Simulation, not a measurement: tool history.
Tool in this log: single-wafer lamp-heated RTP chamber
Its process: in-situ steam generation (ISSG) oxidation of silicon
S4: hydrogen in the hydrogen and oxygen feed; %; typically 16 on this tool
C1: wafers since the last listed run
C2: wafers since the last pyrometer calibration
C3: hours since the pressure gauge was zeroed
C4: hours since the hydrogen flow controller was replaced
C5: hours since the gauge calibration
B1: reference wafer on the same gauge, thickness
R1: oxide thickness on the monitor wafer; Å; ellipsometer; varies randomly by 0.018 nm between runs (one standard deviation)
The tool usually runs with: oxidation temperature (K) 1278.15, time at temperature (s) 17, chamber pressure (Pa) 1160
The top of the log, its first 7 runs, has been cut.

run 8 day=7.133 | oxidation_temperature_(K)=1274.15 time_at_temperature_(s)=17 chamber_pressure_(Pa)=1160 S4=16 | C1=238 C2=630 C3=5003.9 C4=2472.1 C5=198.4 | B1=6.187 | R1=53.18
run 9 day=7.696 | oxidation_temperature_(K)=1270.15 time_at_temperature_(s)=19 chamber_pressure_(Pa)=1160 S4=24 | C1=158 C2=788 C3=5017.4 C4=2485.6 C5=211.9 | B1=6.181 | R1=60.64
run 10 day=8.829 | oxidation_temperature_(K)=1265.15 time_at_temperature_(s)=12 chamber_pressure_(Pa)=1253 S4=23 | C1=318 C2=1106 C3=5044.6 C4=2512.8 C5=239.1 | B1=6.197 | R1=47.71
run 11 day=10.308 | oxidation_temperature_(K)=1297.15 time_at_temperature_(s)=17 chamber_pressure_(Pa)=1160 S4=16 | C1=415 C2=1522 C3=5080.1 C4=2548.3 C5=274.6 | B1=6.184 | R1=59.16
run 12 day=11.733 | oxidation_temperature_(K)=1269.15 time_at_temperature_(s)=14 chamber_pressure_(Pa)=1160 S4=16 | C1=400 C2=1922 C3=5114.3 C4=2582.5 C5=308.8 | B1=6.192 | R1=48.36
run 13 day=13.1 | oxidation_temperature_(K)=1278.15 time_at_temperature_(s)=17 chamber_pressure_(Pa)=1160 S4=16 | C1=383 C2=2306 C3=5147.1 C4=2615.3 C5=341.6 | B1=6.198 | R1=54.44
run 14 day=14.4 | oxidation_temperature_(K)=1286.15 time_at_temperature_(s)=22 chamber_pressure_(Pa)=1320 S4=23 | C1=365 C2=2672 C3=5178.3 C4=2646.5 C5=372.8 | B1=6.188 | R1=68.49
-- day=15.404 pressure gauge zeroed
run 15 day=15.725 | oxidation_temperature_(K)=1278.15 time_at_temperature_(s)=19 chamber_pressure_(Pa)=1160 S4=19 | C1=278 C2=2950 C3=7.7 C4=2678.3 C5=404.6 | B1=6.191 | R1=59.99
-- day=17.212 pyrometer window cleaned and pyrometer calibrated
-- day=17.512 hydrogen flow controller replaced
run 16 day=17.533 | oxidation_temperature_(K)=1263.15 time_at_temperature_(s)=17 chamber_pressure_(Pa)=1160 S4=16 | C1=330 C2=6 C3=51.1 C4=0.5 C5=448 | B1=6.192 | R1=50.81
run 17 day=17.929 | oxidation_temperature_(K)=1259.15 time_at_temperature_(s)=17 chamber_pressure_(Pa)=1067 S4=23 | C1=111 C2=117 C3=60.6 C4=10 C5=457.5 | B1=6.195 | R1=54.51
run 18 day=19.167 | oxidation_temperature_(K)=1278.15 time_at_temperature_(s)=17 chamber_pressure_(Pa)=1160 S4=16 | C1=347 C2=465 C3=90.3 C4=39.7 C5=487.2 | B1=6.191 | R1=54.35

Run 19 comes next. What will it give?
run 19 day=19.875 | oxidation_temperature_(K)=1278.15 time_at_temperature_(s)=17 chamber_pressure_(Pa)=1160 S4=16 | C1=199 C2=664 C3=107.3 C4=56.7 C5=504.2 | B1=? | R1=?

B1: 6.193
R1: 54.05 Å
Were there no unlogged condition in the tool, this run, its random variation unchanged, would have produced R1 53.45 Å.

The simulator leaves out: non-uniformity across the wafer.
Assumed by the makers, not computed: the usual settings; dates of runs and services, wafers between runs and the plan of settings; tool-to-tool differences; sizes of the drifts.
